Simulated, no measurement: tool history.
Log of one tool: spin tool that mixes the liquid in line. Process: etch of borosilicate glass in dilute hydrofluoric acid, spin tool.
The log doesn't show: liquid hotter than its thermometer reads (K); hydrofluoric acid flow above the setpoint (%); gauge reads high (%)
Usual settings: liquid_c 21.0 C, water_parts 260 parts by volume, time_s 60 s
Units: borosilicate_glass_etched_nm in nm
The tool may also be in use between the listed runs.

run,hour,liquid_c,water_parts,time_s,wafers since the last listed run,hours since the thermometer was replaced,hours since the hydrofluoric acid flow meter was replaced,hours since the gauge calibration,"read-back film thickness of the borosilicate glass reference wafer, read on the same gauge (nm)",borosilicate_glass_etched_nm
1,0.0,21.0,260,60,0,1865.5,642.8,144.6,100.009,4.807
2,35.7,21.0,260,30,484,1901.2,678.5,180.3,100.017,2.390
3,68.3,23.5,260,50,442,1933.8,711.1,212.9,100.005,4.434
4,101.1,23.5,260,50,444,1966.6,743.9,245.7,100.014,4.390
5,129.1,23.5,260,50,379,1994.6,771.9,273.7,100.007,4.429
6,147.0,21.0,260,50,242,2012.5,789.8,291.6,100.018,4.075
7,161.9,21.0,260,60,202,2027.4,804.7,306.5,100.034,4.912
8,194.3,21.0,260,60,439,2059.8,837.1,338.9,99.989,4.843
9,214.1,21.0,260,60,268,2079.6,856.9,358.7,100.018,4.861
10,239.8,21.0,260,60,348,2105.3,882.6,384.4,99.995,4.908
11,260.2,21.0,260,60,276,2125.7,903.0,404.8,99.998,4.871
12,331.7,21.0,260,60,969,2197.2,974.5,476.3,100.034,4.888
13,353.6,21.0,260,60,297,2219.1,996.4,498.2,99.989,4.914
14,379.5,21.0,260,60,351,2245.0,1022.3,524.1,100.002,4.865
# hour 381.9: gauge calibrated
# hour 404.3: hydrofluoric acid flow meter replaced
15,408.1,21.0,260,60,374,2273.6,3.8,26.2,99.983,4.657
16,420.4,21.0,175,60,166,2285.9,16.1,38.5,100.027,7.479
17,440.9,17.0,380,70,278,2306.4,36.6,59.0,100.029,2.934
18,467.7,23.5,330,30,363,2333.2,63.4,85.8,99.973,1.859
19,491.7,17.0,260,60,325,2357.2,87.4,109.8,100.035,4.048
20,510.6,17.5,260,60,256,2376.1,106.3,128.7,99.995,4.083
# hour 516.8: thermometer replaced
21,544.6,21.0,260,95,447,27.8,140.3,162.7,99.977,7.438
22,578.5,21.0,260,60,459,61.7,174.2,196.6,100.038,4.731
23,612.0,21.0,260,45,454,95.2,207.7,230.1,99.981,3.535
24,639.5,21.0,260,60,373,122.7,235.2,257.6,99.988,4.723
25,669.6,21.0,225,80,408,152.8,265.3,287.7,100.003,7.491
26,691.7,18.0,140,40,299,174.9,287.4,309.8,100.000,5.799
27,712.8,21.0,260,60,286,196.0,308.5,330.9,99.990,4.744
28,734.6,17.0,380,70,295,217.8,330.3,352.7,99.983,2.960
29,756.3,19.5,210,60,294,239.5,352.0,374.4,99.990,5.803
30,779.6,18.0,140,40,316,262.8,375.3,397.7,100.014,5.878
31,797.1,21.0,260,60,237,280.3,392.8,415.2,100.013,4.755

4 ways to go on from here, each from the tool as it stands after run 31. What would each give?
A,797.5,21.0,260,60,5,280.7,393.2,415.6,?,?
B,797.5,23.5,260,40,5,280.7,393.2,415.6,?,?
C,797.5,21.0,260,35,5,280.7,393.2,415.6,?,?
D,797.5,17.0,390,25,5,280.7,393.2,415.6,?,?

run,"read-back film thickness of the borosilicate glass reference wafer, read on the same gauge (nm)",borosilicate_glass_etched_nm
A,100.007,4.759
B,100.007,3.475
C,100.007,2.776
D,100.007,1.023
Without the tool's hidden state the same runs would have given:
run,borosilicate_glass_etched_nm
A,4.624
B,3.376
C,2.698
D,0.993

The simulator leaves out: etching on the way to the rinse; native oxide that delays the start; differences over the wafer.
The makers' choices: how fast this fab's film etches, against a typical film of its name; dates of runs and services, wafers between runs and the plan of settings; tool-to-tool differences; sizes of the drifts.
